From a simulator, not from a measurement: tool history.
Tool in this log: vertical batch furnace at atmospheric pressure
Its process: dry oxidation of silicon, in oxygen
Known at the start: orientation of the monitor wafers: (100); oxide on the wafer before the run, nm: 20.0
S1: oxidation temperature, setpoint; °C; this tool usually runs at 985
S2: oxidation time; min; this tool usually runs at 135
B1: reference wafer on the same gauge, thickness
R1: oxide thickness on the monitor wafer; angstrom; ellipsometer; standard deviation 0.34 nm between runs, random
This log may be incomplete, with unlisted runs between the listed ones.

| run | day | S1 | S2 | B1 | R1 |
|---|---|---|---|---|---|
| 1 | 0 | 985 | 135 | 71.07 | 726.5 |
| 2 | 2.25 | 985 | 135 | 71.2 | 735.1 |
| 3 | 4.525 | 985 | 91.5 | 70.95 | 574.5 |
| 4 | 5.592 | 985 | 91.5 | 70.87 | 578.3 |
| 5 | 7.683 | 985 | 135 | 71 | 722.8 |
| 6 | 9.475 | 985 | 135 | 71.01 | 726 |
| 7 | 11.771 | 985 | 135 | 70.98 | 735.6 |
| 8 | 12.833 | 985 | 135 | 70.91 | 732.9 |
| 9 | 15.058 | 985 | 135 | 70.95 | 730.8 |
| 10 | 17.842 | 985 | 135 | 71.1 | 723 |
|  | 19.171 | gauge calibrated |
| 11 | 20.404 | 985 | 135 | 70.99 | 730.2 |
| 12 | 23.383 | 985 | 156 | 70.93 | 799.4 |
| 13 | 26.171 | 985 | 156 | 70.94 | 797 |
| 14 | 27.208 | 985 | 135 | 70.81 | 729.8 |
| 15 | 28.538 | 985 | 135 | 71.06 | 727.6 |
| 16 | 30.9 | 985 | 135 | 70.94 | 726.5 |
| 17 | 32.642 | 985 | 135 | 71 | 722.9 |
| 18 | 35.504 | 1001 | 135 | 71.11 | 826.9 |
|  | 37.458 | boat lift adjusted |
| 19 | 37.625 | 965 | 98.5 | 70.99 | 535.4 |
|  | 44.321 | thermocouples replaced and temperature profile calibrated |
| 20 | 44.342 | 961 | 172.5 | 70.95 | 726.1 |
| 21 | 45.321 | 969 | 199 | 71.08 | 843.2 |
| 22 | 52.996 | 985 | 202 | 70.91 | 937.2 |
| 23 | 54.846 | 975 | 158 | 70.92 | 748.4 |
| 24 | 57.133 | 985 | 135 | 71.05 | 734.7 |
|  | 57.204 | gauge calibrated |
| 25 | 59.629 | 985 | 135 | 71.09 | 727.6 |
| 26 | 61.846 | 996 | 88.5 | 71.14 | 612.4 |
| 27 | 64.438 | 993 | 195.5 | 70.95 | 985.7 |
| 28 | 67.017 | 967 | 135 | 70.94 | 647.3 |
| 29 | 69.775 | 985 | 135 | 71.03 | 729 |
| 30 | 72.642 | 985 | 135 | 71.02 | 726.2 |

Here are 3 independent what-if runs from the current tool condition. What would each one return?
| A | 72.912 | 997 | 135 | ? | ? |
| B | 72.912 | 1010 | 112.5 | ? | ? |
| C | 72.912 | 1002 | 194.5 | ? | ? |

| run | B1 | R1 |
|---|---|---|
| A | 71.07 | 795.8 |
| B | 71.07 | 792 |
| C | 71.07 | 1048.7 |
Stripped of hidden state, with their random variation kept, the same runs would have yielded:
| run | R1 |
|---|---|
| A | 795.8 |
| B | 792 |
| C | 1048.7 |

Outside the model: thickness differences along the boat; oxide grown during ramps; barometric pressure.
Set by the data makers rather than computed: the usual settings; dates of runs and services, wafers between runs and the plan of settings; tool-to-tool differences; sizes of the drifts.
